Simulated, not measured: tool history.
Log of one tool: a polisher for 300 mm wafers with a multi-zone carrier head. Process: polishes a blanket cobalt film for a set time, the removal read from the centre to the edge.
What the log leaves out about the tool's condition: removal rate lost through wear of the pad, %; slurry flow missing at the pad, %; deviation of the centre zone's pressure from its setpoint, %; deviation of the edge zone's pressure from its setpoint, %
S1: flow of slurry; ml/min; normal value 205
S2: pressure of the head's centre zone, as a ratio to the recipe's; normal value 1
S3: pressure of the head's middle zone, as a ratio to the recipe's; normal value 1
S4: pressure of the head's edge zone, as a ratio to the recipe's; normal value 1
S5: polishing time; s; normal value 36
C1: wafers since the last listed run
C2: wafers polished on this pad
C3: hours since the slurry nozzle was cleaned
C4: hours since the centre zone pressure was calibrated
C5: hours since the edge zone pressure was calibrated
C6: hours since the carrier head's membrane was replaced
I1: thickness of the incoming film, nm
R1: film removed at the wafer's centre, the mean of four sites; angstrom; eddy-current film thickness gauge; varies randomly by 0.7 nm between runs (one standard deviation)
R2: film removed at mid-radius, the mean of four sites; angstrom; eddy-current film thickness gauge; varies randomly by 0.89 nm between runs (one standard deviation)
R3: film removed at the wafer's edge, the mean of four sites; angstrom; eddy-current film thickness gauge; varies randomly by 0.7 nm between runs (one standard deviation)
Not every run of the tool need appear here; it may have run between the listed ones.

run 1 hour=0 | S1=205 S2=0.89 S3=1 S4=1 S5=36 | C1=0 C2=791 C3=766.5 C4=1146.7 C5=45.2 C6=77.7 | I1=1575.2 | R1=648 R2=704 R3=722
-- hour=2.8 centre zone pressure recalibrated
-- hour=53.7 worn pad replaced by a new one
run 2 hour=54.2 | S1=225 S2=1 S3=1 S4=0.92 S5=36 | C1=505 C2=5 C3=820.7 C4=51.4 C5=99.4 C6=131.9 | I1=1553.5 | R1=715 R2=712 R3=719
run 3 hour=59.7 | S1=205 S2=0.93 S3=1.04 S4=1 S5=33 | C1=57 C2=62 C3=826.2 C4=56.9 C5=104.9 C6=137.4 | I1=1551.7 | R1=605 R2=669 R3=668
run 4 hour=76.6 | S1=205 S2=1 S3=1 S4=1 S5=36 | C1=177 C2=240 C3=843.1 C4=73.8 C5=121.8 C6=154.3 | I1=1552.8 | R1=686 R2=693 R3=721
run 5 hour=90.4 | S1=240 S2=1 S3=0.91 S4=1 S5=36 | C1=144 C2=384 C3=856.9 C4=87.6 C5=135.6 C6=168.1 | I1=1566.5 | R1=722 R2=651 R3=732
run 6 hour=98 | S1=205 S2=1 S3=1 S4=1 S5=36 | C1=79 C2=464 C3=864.5 C4=95.2 C5=143.2 C6=175.7 | I1=1529.3 | R1=705 R2=694 R3=704
run 7 hour=112.2 | S1=205 S2=1 S3=1 S4=1 S5=36 | C1=148 C2=613 C3=878.7 C4=109.4 C5=157.4 C6=189.9 | I1=1559.7 | R1=690 R2=677 R3=712
run 8 hour=121.9 | S1=270 S2=1 S3=1.1 S4=1.05 S5=48 | C1=101 C2=715 C3=888.4 C4=119.1 C5=167.1 C6=199.6 | I1=1575.7 | R1=991 R2=1086 R3=1000
-- hour=135.1 slurry nozzle cleaned
run 9 hour=136.6 | S1=205 S2=1 S3=1 S4=1 S5=36 | C1=143 C2=858 C3=1.5 C4=133.8 C5=181.8 C6=214.3 | I1=1575 | R1=795 R2=789 R3=782
run 10 hour=143.7 | S1=205 S2=1 S3=0.89 S4=1 S5=26 | C1=74 C2=933 C3=8.6 C4=140.9 C5=188.9 C6=221.4 | I1=1551.4 | R1=573 R2=508 R3=563
run 11 hour=154.8 | S1=160 S2=1.05 S3=1 S4=1 S5=36 | C1=116 C2=1049 C3=19.7 C4=152 C5=200 C6=232.5 | I1=1580.6 | R1=777 R2=741 R3=743
-- hour=174.8 worn pad replaced by a new one
run 12 hour=175.3 | S1=230 S2=1 S3=1 S4=1 S5=36 | C1=173 C2=5 C3=40.2 C4=172.5 C5=220.5 C6=253 | I1=1566.9 | R1=796 R2=803 R3=793
run 13 hour=182 | S1=205 S2=0.93 S3=1 S4=1 S5=36 | C1=70 C2=75 C3=46.9 C4=179.2 C5=227.2 C6=259.7 | I1=1568.5 | R1=749 R2=786 R3=771
run 14 hour=193.4 | S1=205 S2=1 S3=1 S4=1 S5=36 | C1=119 C2=195 C3=58.3 C4=190.6 C5=238.6 C6=271.1 | I1=1586.1 | R1=784 R2=778 R3=780
run 15 hour=204.1 | S1=205 S2=1 S3=1.05 S4=0.96 S5=36 | C1=112 C2=307 C3=69 C4=201.3 C5=249.3 C6=281.8 | I1=1569.3 | R1=790 R2=813 R3=771
run 16 hour=210.5 | S1=205 S2=1 S3=1 S4=1 S5=36 | C1=67 C2=374 C3=75.4 C4=207.7 C5=255.7 C6=288.2 | I1=1564.8 | R1=792 R2=789 R3=774

Forecast run 17:
run 17 hour=249.7 | S1=270 S2=1 S3=1.05 S4=1.1 S5=48 | C1=411 C2=785 C3=114.6 C4=246.9 C5=294.9 C6=327.4 | I1=1573.2 | R1=? R2=? R3=?

Run 17 came out at R1 1109 angstrom, R2 1134 angstrom, R3 1080 angstrom.
The same run, on a tool lacking any hidden state, would have yielded R1 1119 angstrom, R2 1143 angstrom, R3 1086 angstrom.
